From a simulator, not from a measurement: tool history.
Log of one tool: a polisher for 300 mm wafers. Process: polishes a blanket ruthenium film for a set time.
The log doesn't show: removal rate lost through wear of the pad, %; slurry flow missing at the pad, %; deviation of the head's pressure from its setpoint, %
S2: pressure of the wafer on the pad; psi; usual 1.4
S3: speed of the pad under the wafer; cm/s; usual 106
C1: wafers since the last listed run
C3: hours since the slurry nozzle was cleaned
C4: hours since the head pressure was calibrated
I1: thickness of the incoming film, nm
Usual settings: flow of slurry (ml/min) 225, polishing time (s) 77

{"run": 1, "hour": 0.0, "flow of slurry (ml/min)": 225, "S2": 1.4, "S3": 98, "polishing time (s)": 77, "C1": 0, "wafers polished on this pad": 311, "C3": 356.8, "C4": 313.9, "I1": 277, "film removed (nm)": 62.1}
{"run": 2, "hour": 37.4, "flow of slurry (ml/min)": 225, "S2": 1.4, "S3": 106, "polishing time (s)": 84, "C1": 370, "wafers polished on this pad": 682, "C3": 394.2, "C4": 351.3, "I1": 276.6, "film removed (nm)": 73.3}
{"run": 3, "hour": 82.1, "flow of slurry (ml/min)": 225, "S2": 1.4, "S3": 106, "polishing time (s)": 84, "C1": 443, "wafers polished on this pad": 1125, "C3": 438.9, "C4": 396, "I1": 277.7, "film removed (nm)": 72}
{"run": 4, "hour": 165.9, "flow of slurry (ml/min)": 225, "S2": 1.4, "S3": 106, "polishing time (s)": 84, "C1": 831, "wafers polished on this pad": 1956, "C3": 522.7, "C4": 479.8, "I1": 280.2, "film removed (nm)": 72.1}
{"run": 5, "hour": 265.6, "flow of slurry (ml/min)": 225, "S2": 1.4, "S3": 106, "polishing time (s)": 77, "C1": 988, "wafers polished on this pad": 2945, "C3": 622.4, "C4": 579.5, "I1": 280.9, "film removed (nm)": 64.2}
{"hour": 424.2, "done": "slurry nozzle cleaned"}
{"run": 6, "hour": 552.0, "flow of slurry (ml/min)": 225, "S2": 1.4, "S3": 106, "polishing time (s)": 77, "C1": 2830, "wafers polished on this pad": 5775, "C3": 127.8, "C4": 865.9, "I1": 278.7, "film removed (nm)": 63.6}
{"run": 7, "hour": 636.2, "flow of slurry (ml/min)": 225, "S2": 1.4, "S3": 84, "polishing time (s)": 77, "C1": 834, "wafers polished on this pad": 6610, "C3": 212, "C4": 950.1, "I1": 280.2, "film removed (nm)": 50.4}
{"hour": 673.0, "done": "worn pad replaced by a new one"}
{"run": 8, "hour": 685.8, "flow of slurry (ml/min)": 225, "S2": 1.4, "S3": 84, "polishing time (s)": 77, "C1": 452, "wafers polished on this pad": 126, "C3": 261.6, "C4": 999.7, "I1": 284.4, "film removed (nm)": 54.9}
{"run": 9, "hour": 748.2, "flow of slurry (ml/min)": 225, "S2": 1.4, "S3": 106, "polishing time (s)": 77, "C1": 618, "wafers polished on this pad": 745, "C3": 324, "C4": 1062.1, "I1": 281.8, "film removed (nm)": 68.2}
{"run": 10, "hour": 804.6, "flow of slurry (ml/min)": 225, "S2": 1.4, "S3": 106, "polishing time (s)": 77, "C1": 559, "wafers polished on this pad": 1305, "C3": 380.4, "C4": 1118.5, "I1": 279.3, "film removed (nm)": 67.4}
{"run": 11, "hour": 857.2, "flow of slurry (ml/min)": 225, "S2": 1.4, "S3": 106, "polishing time (s)": 77, "C1": 521, "wafers polished on this pad": 1826, "C3": 433, "C4": 1171.1, "I1": 283.1, "film removed (nm)": 67.6}
{"hour": 878.0, "done": "head pressure recalibrated"}
{"run": 12, "hour": 1032.5, "flow of slurry (ml/min)": 225, "S2": 1.4, "S3": 106, "polishing time (s)": 77, "C1": 1718, "wafers polished on this pad": 3545, "C3": 608.3, "C4": 154.5, "I1": 278.7, "film removed (nm)": 64.6}
{"run": 13, "hour": 1110.4, "flow of slurry (ml/min)": 225, "S2": 1.4, "S3": 106, "polishing time (s)": 77, "C1": 772, "wafers polished on this pad": 4317, "C3": 686.2, "C4": 232.4, "I1": 274.6, "film removed (nm)": 63.5}
{"run": 14, "hour": 1152.5, "flow of slurry (ml/min)": 225, "S2": 1.4, "S3": 106, "polishing time (s)": 77, "C1": 417, "wafers polished on this pad": 4735, "C3": 728.3, "C4": 274.5, "I1": 281.7, "film removed (nm)": 64}
{"hour": 1227.2, "done": "slurry nozzle cleaned"}
{"run": 15, "hour": 1230.1, "flow of slurry (ml/min)": 225, "S2": 1, "S3": 106, "polishing time (s)": 77, "C1": 759, "wafers polished on this pad": 5494, "C3": 2.9, "C4": 352.1, "I1": 277.9, "film removed (nm)": 52.6}
{"run": 16, "hour": 1316.2, "flow of slurry (ml/min)": 225, "S2": 1.4, "S3": 106, "polishing time (s)": 77, "C1": 853, "wafers polished on this pad": 6348, "C3": 89, "C4": 438.2, "I1": 277.3, "film removed (nm)": 66.3}
{"run": 17, "hour": 1386.1, "flow of slurry (ml/min)": 225, "S2": 1.4, "S3": 116, "polishing time (s)": 77, "C1": 693, "wafers polished on this pad": 7041, "C3": 158.9, "C4": 508.1, "I1": 276, "film removed (nm)": 69.4}
{"hour": 1423.2, "done": "worn pad replaced by a new one"}
{"run": 18, "hour": 1460.9, "flow of slurry (ml/min)": 225, "S2": 1.5, "S3": 86, "polishing time (s)": 56, "C1": 702, "wafers polished on this pad": 373, "C3": 233.7, "C4": 582.9, "I1": 279.9, "film removed (nm)": 42.5}
{"run": 19, "hour": 1550.8, "flow of slurry (ml/min)": 225, "S2": 1.4, "S3": 106, "polishing time (s)": 77, "C1": 891, "wafers polished on this pad": 1265, "C3": 323.6, "C4": 672.8, "I1": 282.7, "film removed (nm)": 66.8}
{"run": 20, "hour": 1600.4, "flow of slurry (ml/min)": 225, "S2": 1.4, "S3": 94, "polishing time (s)": 61, "C1": 491, "wafers polished on this pad": 1757, "C3": 373.2, "C4": 722.4, "I1": 281.8, "film removed (nm)": 46.9}
{"run": 21, "hour": 1828.1, "flow of slurry (ml/min)": 225, "S2": 1.4, "S3": 106, "polishing time (s)": 77, "C1": 2258, "wafers polished on this pad": 4015, "C3": 600.9, "C4": 950.1, "I1": 280.6, "film removed (nm)": 64}
{"run": 22, "hour": 1869.7, "flow of slurry (ml/min)": 290, "S2": 0.9, "S3": 106, "polishing time (s)": 67, "C1": 412, "wafers polished on this pad": 4427, "C3": 642.5, "C4": 991.7, "I1": 284.3, "film removed (nm)": 42.1}
{"run": 23, "hour": 1912.3, "flow of slurry (ml/min)": 225, "S2": 1.5, "S3": 106, "polishing time (s)": 77, "C1": 422, "wafers polished on this pad": 4850, "C3": 685.1, "C4": 1034.3, "I1": 282.7, "film removed (nm)": 68.8}
{"run": 24, "hour": 1960.6, "flow of slurry (ml/min)": 225, "S2": 1.4, "S3": 106, "polishing time (s)": 77, "C1": 478, "wafers polished on this pad": 5329, "C3": 733.4, "C4": 1082.6, "I1": 277.9, "film removed (nm)": 63.7}
{"hour": 2023.9, "done": "slurry nozzle cleaned"}
{"run": 25, "hour": 2045.6, "flow of slurry (ml/min)": 160, "S2": 1.4, "S3": 84, "polishing time (s)": 77, "C1": 833, "wafers polished on this pad": 6162, "C3": 21.7, "C4": 1167.6, "I1": 277.4, "film removed (nm)": 50.2}
{"run": 26, "hour": 2115.8, "flow of slurry (ml/min)": 225, "S2": 1.4, "S3": 106, "polishing time (s)": 77, "C1": 696, "wafers polished on this pad": 6858, "C3": 91.9, "C4": 1237.8, "I1": 277.2, "film removed (nm)": 64.5}
{"hour": 2257.2, "done": "head pressure recalibrated"}
{"hour": 2272.0, "done": "worn pad replaced by a new one"}
{"run": 27, "hour": 2421.0, "flow of slurry (ml/min)": 255, "S2": 1.1, "S3": 74, "polishing time (s)": 84, "C1": 2967, "wafers polished on this pad": 1477, "C3": 397.1, "C4": 163.8, "I1": 282.1, "film removed (nm)": 43.9}
{"run": 28, "hour": 2465.6, "flow of slurry (ml/min)": 225, "S2": 1.4, "S3": 106, "polishing time (s)": 77, "C1": 442, "wafers polished on this pad": 1920, "C3": 441.7, "C4": 208.4, "I1": 278.4, "film removed (nm)": 66.4}
{"run": 29, "hour": 2528.1, "flow of slurry (ml/min)": 225, "S2": 1.2, "S3": 106, "polishing time (s)": 77, "C1": 619, "wafers polished on this pad": 2540, "C3": 504.2, "C4": 270.9, "I1": 282, "film removed (nm)": 59.1}
{"run": 30, "hour": 2628.4, "flow of slurry (ml/min)": 295, "S2": 1.4, "S3": 106, "polishing time (s)": 94, "C1": 994, "wafers polished on this pad": 3534, "C3": 604.5, "C4": 371.2, "I1": 281.4, "film removed (nm)": 83.3}
{"run": 31, "hour": 2713.0, "flow of slurry (ml/min)": 200, "S2": 1.7, "S3": 138, "polishing time (s)": 77, "C1": 838, "wafers polished on this pad": 4373, "C3": 689.1, "C4": 455.8, "I1": 282.3, "film removed (nm)": 95.4}
{"run": 32, "hour": 2760.6, "flow of slurry (ml/min)": 245, "S2": 1.4, "S3": 132, "polishing time (s)": 77, "C1": 472, "wafers polished on this pad": 4845, "C3": 736.7, "C4": 503.4, "I1": 279.8, "film removed (nm)": 80.5}
{"hour": 2810.7, "done": "slurry nozzle cleaned"}
{"run": 33, "hour": 2867.7, "flow of slurry (ml/min)": 225, "S2": 1.4, "S3": 106, "polishing time (s)": 77, "C1": 1052, "wafers polished on this pad": 5897, "C3": 57, "C4": 610.5, "I1": 280.2, "film removed (nm)": 65.9}
{"run": 34, "hour": 2927.5, "flow of slurry (ml/min)": 225, "S2": 1.4, "S3": 142, "polishing time (s)": 91, "C1": 593, "wafers polished on this pad": 6490, "C3": 116.8, "C4": 670.3, "I1": 281, "film removed (nm)": 100.6}
{"run": 35, "hour": 3013.2, "flow of slurry (ml/min)": 190, "S2": 1.4, "S3": 106, "polishing time (s)": 77, "C1": 849, "wafers polished on this pad": 7340, "C3": 202.5, "C4": 756, "I1": 280.5, "film removed (nm)": 60.5}
{"hour": 3049.1, "done": "worn pad replaced by a new one"}
{"run": 36, "hour": 3118.6, "flow of slurry (ml/min)": 225, "S2": 1.1, "S3": 106, "polishing time (s)": 91, "C1": 1005, "wafers polished on this pad": 688, "C3": 307.9, "C4": 861.4, "I1": 280, "film removed (nm)": 68.1}
{"run": 37, "hour": 3186.1, "flow of slurry (ml/min)": 160, "S2": 1.2, "S3": 70, "polishing time (s)": 77, "C1": 669, "wafers polished on this pad": 1358, "C3": 375.4, "C4": 928.9, "I1": 276.6, "film removed (nm)": 36.8}
{"run": 38, "hour": 3259.1, "flow of slurry (ml/min)": 225, "S2": 1.4, "S3": 106, "polishing time (s)": 77, "C1": 723, "wafers polished on this pad": 2082, "C3": 448.4, "C4": 1001.9, "I1": 283.3, "film removed (nm)": 67.2}

3 ways to go on from here, each from the tool as it stands after run 38. What would each give?
{"run": "A", "hour": 3259.6, "flow of slurry (ml/min)": 225, "S2": 1.4, "S3": 106, "polishing time (s)": 77, "C1": 4, "wafers polished on this pad": 2087, "C3": 448.9, "C4": 1002.4, "I1": 274.7, "film removed (nm)": "?"}
{"run": "B", "hour": 3259.6, "flow of slurry (ml/min)": 250, "S2": 1.7, "S3": 118, "polishing time (s)": 87, "C1": 4, "wafers polished on this pad": 2087, "C3": 448.9, "C4": 1002.4, "I1": 274.7, "film removed (nm)": "?"}
{"run": "C", "hour": 3259.6, "flow of slurry (ml/min)": 225, "S2": 1.4, "S3": 128, "polishing time (s)": 77, "C1": 4, "wafers polished on this pad": 2087, "C3": 448.9, "C4": 1002.4, "I1": 274.7, "film removed (nm)": "?"}

run=A film_removed_(nm)=66.5
run=B film_removed_(nm)=98.6
run=C film_removed_(nm)=80.3
Without the tool's hidden state the same runs would have given:
run=A film_removed_(nm)=71.5
run=B film_removed_(nm)=105.5
run=C film_removed_(nm)=86.3
